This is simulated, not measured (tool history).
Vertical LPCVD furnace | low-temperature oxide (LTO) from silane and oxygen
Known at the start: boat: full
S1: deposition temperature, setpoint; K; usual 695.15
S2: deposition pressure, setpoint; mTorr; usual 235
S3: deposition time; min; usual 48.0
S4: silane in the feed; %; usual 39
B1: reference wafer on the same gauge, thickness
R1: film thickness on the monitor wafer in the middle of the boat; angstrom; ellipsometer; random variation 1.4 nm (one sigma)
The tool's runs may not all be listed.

run,hour,S1,S2,S3,S4,B1,R1
1,0.0,695.15,235,48.0,39,620.91,5698.3
2,53.5,695.15,235,48.0,39,622.67,5696.7
3,105.0,695.15,235,48.0,39,623.25,5689.4
4,129.3,695.15,235,48.0,39,623.60,5715.6
5,196.4,695.15,235,48.0,39,624.44,5684.6
6,227.4,704.15,235,35.0,39,624.86,4553.3
7,251.8,695.15,235,48.0,39,625.65,5725.4
8,317.7,695.15,235,48.0,39,626.37,5750.1
# hour 385.1: pressure gauge zeroed
9,385.6,695.15,235,48.0,39,625.89,5763.3
10,430.9,695.15,235,48.0,39,626.47,5725.2
# hour 474.5: silane flow controller replaced
11,475.0,695.15,235,35.5,39,626.98,4242.6
12,533.8,695.15,235,35.5,39,626.91,4233.3
13,572.3,688.15,235,48.0,39,627.25,5332.7
14,630.3,691.15,235,48.0,43,627.31,6131.3
# hour 652.9: gauge calibrated
15,670.2,701.15,235,48.0,43,619.18,6699.3
16,727.9,695.15,190,48.0,39,621.25,4598.9
# hour 780.6: thermocouples replaced and temperature profile calibrated
17,781.1,702.15,290,63.5,34,622.81,8470.5
18,828.5,704.15,275,48.0,39,623.94,7349.9
19,885.8,704.15,290,37.0,39,625.39,5948.2
20,950.2,689.15,200,65.0,44,626.98,7080.8
21,999.7,692.15,285,54.0,32,627.36,5896.8
22,1038.5,695.15,235,62.5,39,627.60,7483.7
23,1066.4,695.15,235,48.0,39,627.75,5736.3
24,1098.8,695.15,275,48.0,45,628.23,7806.0
25,1124.2,695.15,235,48.0,39,628.30,5736.7

What the log doesn't show, run by run:
true tube temperature minus thermocouple reading, K: 0 in every run
true pressure minus gauge reading, mTorr: 0 in every run
deviation of the silane flow from its setpoint, %: 0 in every run
H1: gauge reads high (%)
run,H1
1,0.737
2,0.91
3,1.05
4,1.11
5,1.25
6,1.3
7,1.34
8,1.43
9,1.5
10,1.54
11,1.58
12,1.62
13,1.64
14,1.67
15,0.316
16,0.666
17,0.934
18,1.14
19,1.34
20,1.53
21,1.65
22,1.73
23,1.78
24,1.84
25,1.88
